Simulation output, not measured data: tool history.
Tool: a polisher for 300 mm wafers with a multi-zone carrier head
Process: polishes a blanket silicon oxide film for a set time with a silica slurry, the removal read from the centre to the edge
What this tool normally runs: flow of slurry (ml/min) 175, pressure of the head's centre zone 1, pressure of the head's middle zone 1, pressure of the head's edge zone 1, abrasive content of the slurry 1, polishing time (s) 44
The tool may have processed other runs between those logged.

run     day  flow of slurry (ml/min)  pressure of the head's centre zone  pressure of the head's middle zone  pressure of the head's edge zone  abrasive content of the slurry  polishing time (s)  wafers since the last listed run  wafers polished on this pad  hours since the slurry nozzle was cleaned  hours since the centre zone pressure was calibrated  hours since the edge zone pressure was calibrated  hours since the carrier head's membrane was replaced  incoming thickness of the incoming film, nm  film removed at the wafer's centre (angstrom)  film removed at mid-radius (angstrom)  film removed at the wafer's edge (angstrom)
  1       0                      175                                   1                                   1                                 1                               1                  44                                 0                          527                                         64                                                  164                                              411.6                                                1255.9                                       1178.6                                           1695                                   1619                                         1637
  2   1.058                      175                                   1                                   1                                 1                               1                  44                               270                          798                                       89.4                                                189.4                                                437                                                1281.3                                       1149.9                                           1686                                   1619                                         1624
  3     2.1                      175                                   1                                   1                                 1                               1                  44                               266                         1064                                      114.4                                                214.4                                                462                                                1306.3                                       1160.4                                           1686                                   1609                                         1608
  4   4.883                      175                                   1                                   1                                 1                               1                  44                               711                         1775                                      181.2                                                281.2                                              528.8                                                1373.1                                       1188.5                                           1696                                   1603                                         1614
      5.238  -- centre zone pressure recalibrated
  5   6.867                      195                                   1                                   1                               0.9                            1.25                  44                               485                         2261                                      228.8                                                 39.1                                              576.4                                                1420.7                                       1192.1                                           1907                                   1782                                         1671
      8.646  -- edge zone pressure recalibrated
  6   9.292                      175                                   1                                   1                                 1                               1                  44                               598                         2859                                        287                                                 97.3                                               15.5                                                1478.9                                       1166.7                                           1674                                   1605                                         1595
     10.929  -- worn pad replaced by a new one
  7  11.725                      200                                   1                                1.08                              1.11                             1.1                  44                               579                          203                                      345.4                                                155.7                                               73.9                                                1537.3                                       1172.3                                           1776                                   1790                                         1780
  8    13.3                      140                                   1                                   1                                 1                               1                  55                               402                          605                                      383.2                                                193.5                                              111.7                                                1575.1                                       1186.7                                           1974                                   1878                                         1920
  9  15.833                      175                                   1                                0.92                              1.05                               1                  44                               647                         1253                                        444                                                254.3                                              172.5                                                1635.9                                       1171.1                                           1613                                   1432                                         1588
     16.279  -- slurry nozzle cleaned
     16.504  -- carrier head's membrane replaced by a new one
     17.379  -- centre zone pressure recalibrated
 10  17.579                      115                                   1                                   1                              1.05                            1.15                  32                               360                         1614                                       31.2                                                  4.8                                              214.4                                                  25.8                                       1175.4                                           1232                                   1174                                         1223
 11  18.879                      175                                   1                                   1                                 1                               1                  44                               332                         1946                                       62.4                                                   36                                              245.6                                                    57                                         1187                                           1702                                   1617                                         1588
     22.296  -- worn pad replaced by a new one
 12    23.1                      175                                   1                                   1                                 1                               1                  44                              1036                          205                                      163.7                                                137.3                                              346.9                                                 158.3                                       1165.8                                           1671                                   1592                                         1620
 13  24.238                      205                                   1                                1.05                                 1                            0.85                  44                               290                          496                                        191                                                164.6                                              374.2                                                 185.6                                       1156.4                                           1621                                   1585                                         1507
 14  26.725                      175                                   1                                1.06                                 1                             1.3                  44                               635                         1131                                      250.7                                                224.3                                              433.9                                                 245.3                                       1193.8                                           1924                                   1911                                         1793
 15  29.708                      175                                0.95                                1.08                                 1                             1.1                  59                               762                         1894                                      322.3                                                295.9                                              505.5                                                 316.9                                       1177.1                                           2224                                   2363                                         2235
 16  31.238                      175                                   1                                   1                                 1                               1                  44                               390                         2284                                        359                                                332.6                                              542.2                                                 353.6                                       1171.7                                           1646                                   1577                                         1605
     32.867  -- centre zone pressure recalibrated
 17  33.404                      175                                0.95                                   1                                 1                               1                  44                               532                         2817                                        411                                                 12.9                                              594.2                                                 405.6                                       1180.5                                           1580                                   1569                                         1617
     34.017  -- worn pad replaced by a new one
 18  34.712                      175                                   1                                   1                                 1                               1                  44                               291                          177                                      442.4                                                 44.3                                              625.6                                                   437                                       1168.2                                           1624                                   1549                                         1553
     36.521  -- slurry nozzle cleaned
 19  36.567                      175                                   1                                   1                                 1                               1                  44                               463                          640                                        1.1                                                 88.8                                              670.1                                                 481.5                                       1174.8                                           1691                                   1612                                         1604
     38.362  -- edge zone pressure recalibrated
 20  39.867                      175                                   1                                   1                                 1                             1.2                  36                               822                         1462                                       80.3                                                  168                                               36.1                                                 560.7                                         1160                                           1511                                   1412                                         1435

Below are 5 alternative next runs, each starting from the tool's condition after run 20. Predict each:
  A  39.883                      175                                   1                                   1                                 1                               1                  44                                 4                         1467                                       80.7                                                168.4                                               36.5                                                 561.1                                       1169.8                                              ?                                      ?                                            ?
  B  39.883                      175                                0.92                                   1                                 1                               1                  59                                 4                         1467                                       80.7                                                168.4                                               36.5                                                 561.1                                       1169.8                                              ?                                      ?                                            ?
  C  39.883                      195                                   1                                   1                                 1                               1                  44                                 4                         1467                                       80.7                                                168.4                                               36.5                                                 561.1                                       1169.8                                              ?                                      ?                                            ?
  D  39.883                      175                                 0.9                                   1                                 1                               1                  57                                 4                         1467                                       80.7                                                168.4                                               36.5                                                 561.1                                       1169.8                                              ?                                      ?                                            ?
  E  39.883                      145                                   1                                1.07                                 1                            1.25                  44                                 4                         1467                                       80.7                                                168.4                                               36.5                                                 561.1                                       1169.8                                              ?                                      ?                                            ?

run  film removed at the wafer's centre (angstrom)  film removed at mid-radius (angstrom)  film removed at the wafer's edge (angstrom)
  A                                           1686                                   1617                                         1637
  B                                           2079                                   2169                                         2195
  C                                           1714                                   1641                                         1655
  D                                           1964                                   2095                                         2121
  E                                           1801                                   1827                                         1767
The same runs, with their run-to-run variation unchanged, on a tool lacking any hidden condition would have given:
run  film removed at the wafer's centre (angstrom)  film removed at mid-radius (angstrom)  film removed at the wafer's edge (angstrom)
  A                                           1697                                   1626                                         1644
  B                                           2092                                   2181                                         2204
  C                                           1724                                   1649                                         1661
  D                                           1976                                   2107                                         2130
  E                                           1814                                   1839                                         1775
